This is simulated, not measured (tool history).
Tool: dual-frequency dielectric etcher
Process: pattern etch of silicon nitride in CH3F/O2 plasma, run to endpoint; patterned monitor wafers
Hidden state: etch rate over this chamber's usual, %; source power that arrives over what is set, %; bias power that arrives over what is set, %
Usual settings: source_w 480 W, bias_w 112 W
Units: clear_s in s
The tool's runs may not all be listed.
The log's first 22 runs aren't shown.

run    hour  source_w  bias_w  wafers since the last listed run  hours since the last wet clean  hours since the last source power generator calibration  hours since the last bias power generator calibration  hours since the last upper electrode change  incoming incoming film thickness, nm  clear_s
 23  1191.2       480     112                               614                           243.2                                                   2754.6                                                  550.5                                         81.4                                 105.8     93.1
 24  1260.7       410      99                               632                           312.7                                                   2824.1                                                    620                                        150.9                                 106.1    100.6
 25    1307       480     112                               421                             359                                                   2870.4                                                  666.3                                        197.2                                 106.6     92.3
     1334.3  -- wet clean of the chamber
 26  1347.5       520     120                               150                            13.2                                                   2910.9                                                  706.8                                        237.7                                 107.1     91.7
     1364.2  -- source power generator calibrated
 27  1397.2       380     135                               415                            62.9                                                       33                                                  756.5                                        287.4                                 106.2     99.5
 28  1441.7       480     112                               404                           107.4                                                     77.5                                                    801                                        331.9                                   106     94.4
 29  1512.9       550     100                               647                           178.6                                                    148.7                                                  872.2                                        403.1                                 106.5     90.7
 30  1579.7       580     112                               607                           245.4                                                    215.5                                                    939                                        469.9                                 106.5     87.5
 31  1629.5       450      99                               453                           295.2                                                    265.3                                                  988.8                                        519.7                                 106.4     97.4
     1696.9  -- wet clean of the chamber
 32  1697.4       480     135                               399                             0.5                                                    333.2                                                 1056.7                                        587.6                                   106     91.1
 33  1741.6       420      87                               402                            44.7                                                    377.4                                                 1100.9                                        631.8                                 105.6    104.6

Forecast each of these 5 alternatives for the next run:
  A  1742.1       480     112                                 4                            45.2                                                    377.9                                                 1101.4                                        632.3                                 105.7        ?
  B  1742.1       570     135                                 4                            45.2                                                    377.9                                                 1101.4                                        632.3                                 105.7        ?
  C  1742.1       580     131                                 4                            45.2                                                    377.9                                                 1101.4                                        632.3                                 105.7        ?
  D  1742.1       550     104                                 4                            45.2                                                    377.9                                                 1101.4                                        632.3                                 105.7        ?
  E  1742.1       510     138                                 4                            45.2                                                    377.9                                                 1101.4                                        632.3                                 105.7        ?

run  clear_s
  A     95.1
  B     85.9
  C     85.9
  D     91.9
  E       89
Without the tool's hidden state the same runs would have given:
run  clear_s
  A     95.6
  B     86.3
  C     86.3
  D     92.3
  E     89.4
